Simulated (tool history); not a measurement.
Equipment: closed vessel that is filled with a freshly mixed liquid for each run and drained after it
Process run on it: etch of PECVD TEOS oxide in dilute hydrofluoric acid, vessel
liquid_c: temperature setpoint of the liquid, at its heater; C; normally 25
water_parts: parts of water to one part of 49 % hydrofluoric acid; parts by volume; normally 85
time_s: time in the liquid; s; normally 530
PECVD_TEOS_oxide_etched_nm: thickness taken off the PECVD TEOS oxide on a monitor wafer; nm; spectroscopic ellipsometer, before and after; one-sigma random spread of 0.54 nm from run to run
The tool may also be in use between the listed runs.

run   hour  liquid_c  water_parts  time_s  read-back film thickness of the PECVD TEOS oxide reference wafer, read on the same gauge (nm)  PECVD_TEOS_oxide_etched_nm
  1      0      21.5           85     530                                                                                          50.02                       50.88
  2   12.5      21.5           85     530                                                                                          49.97                       49.42
  3   45.5      22.5           85     530                                                                                          50.04                        52.8
        53  -- thermometer replaced
  4   64.8        25           85     530                                                                                          49.97                       58.05
  5   96.1        25           85     530                                                                                          49.97                       58.29
  6  109.1        25           85     530                                                                                          50.04                       57.92
     126.7  -- hydrofluoric acid flow meter replaced
  7  129.9        25           85     530                                                                                             50                       57.67
  8  151.4        25           85     530                                                                                          49.95                        57.9
  9  180.8        25           85     530                                                                                          50.04                       58.11
 10    206        25           85     530                                                                                          50.02                       58.08
 11    241        25           85     530                                                                                          50.01                       57.02
 12  273.3        25           85     530                                                                                          49.99                       58.13
 13  300.6        25           95     530                                                                                          50.01                       51.32
 14  320.5      20.5          120     750                                                                                          49.96                       47.24
 15  353.1        25          110     775                                                                                          50.02                          64
 16  371.1        25           85     530                                                                                             50                       58.29
 17  392.4      27.5           75     685                                                                                          49.97                       96.78
 18  411.9        25           85     530                                                                                          50.03                       58.72
 19  431.7        23          120     650                                                                                             50                       44.36
 20  461.7        25           85     530                                                                                          49.98                       57.62
 21  488.2        22           60     795                                                                                             50                      111.29
 22  501.3        25          110     775                                                                                          49.97                       63.58
 23  525.9        25           85     795                                                                                          50.04                       88.04
     547.2  -- gauge calibrated
 24  559.4      23.5           65     700                                                                                          49.99                       97.16
 25  582.1      29.5          120     530                                                                                          50.03                       47.28

Expected results for the next run?
 26  596.2        22           85     530                                                                                              ?                           ?

Run 26 yielded read-back film thickness of the PECVD TEOS oxide reference wafer, read on the same gauge (nm) 50.01, PECVD_TEOS_oxide_etched_nm 51.63 nm.
With no hidden state in the tool, this same run would have given PECVD_TEOS_oxide_etched_nm 51.63 nm.

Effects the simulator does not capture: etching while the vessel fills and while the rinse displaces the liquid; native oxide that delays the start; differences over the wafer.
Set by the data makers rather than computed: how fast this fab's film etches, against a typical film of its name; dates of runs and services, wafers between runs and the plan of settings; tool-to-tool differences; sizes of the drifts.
